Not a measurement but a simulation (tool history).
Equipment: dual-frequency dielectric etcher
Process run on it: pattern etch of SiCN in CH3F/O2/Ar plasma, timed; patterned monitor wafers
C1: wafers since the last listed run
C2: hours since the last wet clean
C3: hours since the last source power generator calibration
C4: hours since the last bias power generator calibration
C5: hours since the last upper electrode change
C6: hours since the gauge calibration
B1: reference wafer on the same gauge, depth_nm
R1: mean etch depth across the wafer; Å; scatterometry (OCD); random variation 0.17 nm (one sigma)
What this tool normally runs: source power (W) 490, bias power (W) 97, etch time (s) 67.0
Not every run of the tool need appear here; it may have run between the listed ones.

{"run": 1, "hour": 0.0, "source power (W)": 490, "bias power (W)": 97, "etch time (s)": 67.0, "C1": 0, "C2": 495.0, "C3": 4124.0, "C4": 325.8, "C5": 2950.7, "C6": 912.7, "B1": 30.58, "R1": 317.6}
{"hour": 76.9, "done": "wet clean of the chamber"}
{"run": 2, "hour": 77.4, "source power (W)": 490, "bias power (W)": 97, "etch time (s)": 67.0, "C1": 482, "C2": 0.5, "C3": 4201.4, "C4": 403.2, "C5": 3028.1, "C6": 990.1, "B1": 30.65, "R1": 317.2}
{"run": 3, "hour": 128.6, "source power (W)": 490, "bias power (W)": 97, "etch time (s)": 52.0, "C1": 462, "C2": 51.7, "C3": 4252.6, "C4": 454.4, "C5": 3079.3, "C6": 1041.3, "B1": 30.67, "R1": 247.0}
{"run": 4, "hour": 210.7, "source power (W)": 490, "bias power (W)": 83, "etch time (s)": 67.0, "C1": 741, "C2": 133.8, "C3": 4334.7, "C4": 536.5, "C5": 3161.4, "C6": 1123.4, "B1": 30.8, "R1": 298.7}
{"run": 5, "hour": 255.2, "source power (W)": 490, "bias power (W)": 83, "etch time (s)": 67.0, "C1": 401, "C2": 178.3, "C3": 4379.2, "C4": 581.0, "C5": 3205.9, "C6": 1167.9, "B1": 30.81, "R1": 300.7}
{"run": 6, "hour": 321.0, "source power (W)": 570, "bias power (W)": 97, "etch time (s)": 67.0, "C1": 594, "C2": 244.1, "C3": 4445.0, "C4": 646.8, "C5": 3271.7, "C6": 1233.7, "B1": 30.87, "R1": 341.9}
{"run": 7, "hour": 364.1, "source power (W)": 570, "bias power (W)": 97, "etch time (s)": 67.0, "C1": 389, "C2": 287.2, "C3": 4488.1, "C4": 689.9, "C5": 3314.8, "C6": 1276.8, "B1": 30.95, "R1": 342.4}
{"run": 8, "hour": 443.0, "source power (W)": 520, "bias power (W)": 97, "etch time (s)": 67.0, "C1": 712, "C2": 366.1, "C3": 4567.0, "C4": 768.8, "C5": 3393.7, "C6": 1355.7, "B1": 31.11, "R1": 332.5}
{"run": 9, "hour": 529.0, "source power (W)": 520, "bias power (W)": 97, "etch time (s)": 67.0, "C1": 776, "C2": 452.1, "C3": 4653.0, "C4": 854.8, "C5": 3479.7, "C6": 1441.7, "B1": 31.09, "R1": 332.5}
{"hour": 608.4, "done": "wet clean of the chamber"}
{"run": 10, "hour": 608.9, "source power (W)": 490, "bias power (W)": 97, "etch time (s)": 67.0, "C1": 504, "C2": 0.5, "C3": 4732.9, "C4": 934.7, "C5": 3559.6, "C6": 1521.6, "B1": 31.27, "R1": 322.3}
{"run": 11, "hour": 678.3, "source power (W)": 490, "bias power (W)": 97, "etch time (s)": 67.0, "C1": 626, "C2": 69.9, "C3": 4802.3, "C4": 1004.1, "C5": 3629.0, "C6": 1591.0, "B1": 31.34, "R1": 326.4}
{"hour": 729.0, "done": "source power generator calibrated"}
{"run": 12, "hour": 743.3, "source power (W)": 490, "bias power (W)": 97, "etch time (s)": 75.0, "C1": 550, "C2": 134.9, "C3": 14.3, "C4": 1069.1, "C5": 3694.0, "C6": 1656.0, "B1": 31.51, "R1": 365.7}
{"run": 13, "hour": 835.8, "source power (W)": 490, "bias power (W)": 97, "etch time (s)": 67.0, "C1": 835, "C2": 227.4, "C3": 106.8, "C4": 1161.6, "C5": 3786.5, "C6": 1748.5, "B1": 31.54, "R1": 327.3}
{"hour": 842.3, "done": "gauge calibrated"}
{"hour": 901.9, "done": "upper electrode replaced"}
{"run": 14, "hour": 925.3, "source power (W)": 540, "bias power (W)": 112, "etch time (s)": 67.0, "C1": 591, "C2": 316.9, "C3": 196.3, "C4": 1251.1, "C5": 23.4, "C6": 83.0, "B1": 29.94, "R1": 342.0}
{"run": 15, "hour": 1016.6, "source power (W)": 570, "bias power (W)": 97, "etch time (s)": 67.0, "C1": 824, "C2": 408.2, "C3": 287.6, "C4": 1342.4, "C5": 114.7, "C6": 174.3, "B1": 29.93, "R1": 332.5}
{"run": 16, "hour": 1117.7, "source power (W)": 530, "bias power (W)": 80, "etch time (s)": 55.0, "C1": 912, "C2": 509.3, "C3": 388.7, "C4": 1443.5, "C5": 215.8, "C6": 275.4, "B1": 30.13, "R1": 246.1}
{"hour": 1131.7, "done": "bias power generator calibrated"}
{"hour": 1173.2, "done": "wet clean of the chamber"}
{"run": 17, "hour": 1200.9, "source power (W)": 380, "bias power (W)": 112, "etch time (s)": 67.0, "C1": 498, "C2": 27.7, "C3": 471.9, "C4": 69.2, "C5": 299.0, "C6": 358.6, "B1": 30.24, "R1": 294.6}
{"run": 18, "hour": 1245.3, "source power (W)": 580, "bias power (W)": 76, "etch time (s)": 85.0, "C1": 400, "C2": 72.1, "C3": 516.3, "C4": 113.6, "C5": 343.4, "C6": 403.0, "B1": 30.21, "R1": 392.0}
{"run": 19, "hour": 1335.5, "source power (W)": 490, "bias power (W)": 97, "etch time (s)": 67.0, "C1": 814, "C2": 162.3, "C3": 606.5, "C4": 203.8, "C5": 433.6, "C6": 493.2, "B1": 30.42, "R1": 316.5}
{"run": 20, "hour": 1414.5, "source power (W)": 410, "bias power (W)": 85, "etch time (s)": 81.5, "C1": 713, "C2": 241.3, "C3": 685.5, "C4": 282.8, "C5": 512.6, "C6": 572.2, "B1": 30.46, "R1": 339.7}
{"run": 21, "hour": 1462.2, "source power (W)": 490, "bias power (W)": 97, "etch time (s)": 67.0, "C1": 430, "C2": 289.0, "C3": 733.2, "C4": 330.5, "C5": 560.3, "C6": 619.9, "B1": 30.62, "R1": 313.7}
{"run": 22, "hour": 1523.0, "source power (W)": 380, "bias power (W)": 97, "etch time (s)": 78.5, "C1": 548, "C2": 349.8, "C3": 794.0, "C4": 391.3, "C5": 621.1, "C6": 680.7, "B1": 30.62, "R1": 332.2}

What if the next run were any one of these 4? Each begins from the tool's condition after run 22:
{"run": "A", "hour": 1523.4, "source power (W)": 490, "bias power (W)": 77, "etch time (s)": 67.0, "C1": 3, "C2": 350.2, "C3": 794.4, "C4": 391.7, "C5": 621.5, "C6": 681.1, "B1": "?", "R1": "?"}
{"run": "B", "hour": 1523.4, "source power (W)": 490, "bias power (W)": 87, "etch time (s)": 67.0, "C1": 3, "C2": 350.2, "C3": 794.4, "C4": 391.7, "C5": 621.5, "C6": 681.1, "B1": "?", "R1": "?"}
{"run": "C", "hour": 1523.4, "source power (W)": 380, "bias power (W)": 97, "etch time (s)": 82.0, "C1": 3, "C2": 350.2, "C3": 794.4, "C4": 391.7, "C5": 621.5, "C6": 681.1, "B1": "?", "R1": "?"}
{"run": "D", "hour": 1523.4, "source power (W)": 420, "bias power (W)": 97, "etch time (s)": 77.0, "C1": 3, "C2": 350.2, "C3": 794.4, "C4": 391.7, "C5": 621.5, "C6": 681.1, "B1": "?", "R1": "?"}

run=A B1=30.63 R1=288.7
run=B B1=30.63 R1=303.2
run=C B1=30.63 R1=344.9
run=D B1=30.63 R1=339.4
Take away the tool's hidden state, keep each run's random variation, and the runs would have read:
run=A R1=279.3
run=B R1=293.3
run=C R1=333.7
run=D R1=328.4
